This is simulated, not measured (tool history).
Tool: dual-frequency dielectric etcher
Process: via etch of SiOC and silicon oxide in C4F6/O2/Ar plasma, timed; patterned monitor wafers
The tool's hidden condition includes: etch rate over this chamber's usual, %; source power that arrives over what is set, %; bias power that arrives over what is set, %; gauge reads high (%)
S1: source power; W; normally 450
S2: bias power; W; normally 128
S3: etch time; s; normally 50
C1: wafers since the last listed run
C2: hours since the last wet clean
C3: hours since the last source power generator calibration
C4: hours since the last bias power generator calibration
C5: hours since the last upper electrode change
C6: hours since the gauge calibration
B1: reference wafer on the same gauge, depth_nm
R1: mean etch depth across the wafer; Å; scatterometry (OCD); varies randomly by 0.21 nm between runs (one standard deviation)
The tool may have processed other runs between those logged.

run 1 hour=0 | S1=450 S2=150 S3=50 | C1=0 C2=309.2 C3=1724.2 C4=2385.9 C5=3786.5 C6=1674.3 | B1=55.1 | R1=556
run 2 hour=91.4 | S1=450 S2=150 S3=50 | C1=1066 C2=400.6 C3=1815.6 C4=2477.3 C5=3877.9 C6=1765.7 | B1=55.1 | R1=553
run 3 hour=157.7 | S1=450 S2=128 S3=50 | C1=773 C2=466.9 C3=1881.9 C4=2543.6 C5=3944.2 C6=1832 | B1=55.1 | R1=516
run 4 hour=218 | S1=450 S2=128 S3=50 | C1=703 C2=527.2 C3=1942.2 C4=2603.9 C5=4004.5 C6=1892.3 | B1=55.1 | R1=514
-- hour=277.9 wet clean of the chamber
run 5 hour=293.1 | S1=450 S2=128 S3=50 | C1=596 C2=15.2 C3=2017.3 C4=2679 C5=4079.6 C6=1967.4 | B1=55.1 | R1=534
run 6 hour=374.4 | S1=450 S2=128 S3=50 | C1=948 C2=96.5 C3=2098.6 C4=2760.3 C5=4160.9 C6=2048.7 | B1=55 | R1=535
run 7 hour=472.2 | S1=450 S2=128 S3=50 | C1=1141 C2=194.3 C3=2196.4 C4=2858.1 C5=4258.7 C6=2146.5 | B1=55.1 | R1=528
run 8 hour=561.3 | S1=450 S2=128 S3=50 | C1=1040 C2=283.4 C3=2285.5 C4=2947.2 C5=4347.8 C6=2235.6 | B1=55 | R1=525
run 9 hour=605.4 | S1=450 S2=128 S3=50 | C1=514 C2=327.5 C3=2329.6 C4=2991.3 C5=4391.9 C6=2279.7 | B1=55.1 | R1=522
run 10 hour=687.8 | S1=450 S2=128 S3=50 | C1=961 C2=409.9 C3=2412 C4=3073.7 C5=4474.3 C6=2362.1 | B1=55 | R1=523
run 11 hour=751.4 | S1=450 S2=128 S3=50 | C1=742 C2=473.5 C3=2475.6 C4=3137.3 C5=4537.9 C6=2425.7 | B1=55 | R1=520
-- hour=797.8 wet clean of the chamber
run 12 hour=850 | S1=450 S2=128 S3=50 | C1=870 C2=52.2 C3=2574.2 C4=3235.9 C5=4636.5 C6=2524.3 | B1=55.2 | R1=533
-- hour=935.5 bias power generator calibrated
run 13 hour=936 | S1=450 S2=128 S3=50 | C1=957 C2=138.2 C3=2660.2 C4=0.5 C5=4722.5 C6=2610.3 | B1=55.2 | R1=531
run 14 hour=1024.8 | S1=450 S2=128 S3=50 | C1=1036 C2=227 C3=2749 C4=89.3 C5=4811.3 C6=2699.1 | B1=55.1 | R1=530
-- hour=1108.7 source power generator calibrated
-- hour=1216.2 gauge calibrated
run 15 hour=1240.1 | S1=450 S2=128 S3=50 | C1=2466 C2=442.3 C3=131.4 C4=304.6 C5=5026.6 C6=23.9 | B1=55.1 | R1=508
run 16 hour=1342.7 | S1=500 S2=128 S3=50 | C1=1197 C2=544.9 C3=234 C4=407.2 C5=5129.2 C6=126.5 | B1=55.1 | R1=533

Run 17 comes next. What will it give?
run 17 hour=1404.9 | S1=480 S2=128 S3=57 | C1=726 C2=607.1 C3=296.2 C4=469.4 C5=5191.4 C6=188.7 | B1=? | R1=?

B1: 55
R1: 596 Å
Were there no unlogged condition in the tool, this run, its random variation unchanged, would have produced R1 619 Å.

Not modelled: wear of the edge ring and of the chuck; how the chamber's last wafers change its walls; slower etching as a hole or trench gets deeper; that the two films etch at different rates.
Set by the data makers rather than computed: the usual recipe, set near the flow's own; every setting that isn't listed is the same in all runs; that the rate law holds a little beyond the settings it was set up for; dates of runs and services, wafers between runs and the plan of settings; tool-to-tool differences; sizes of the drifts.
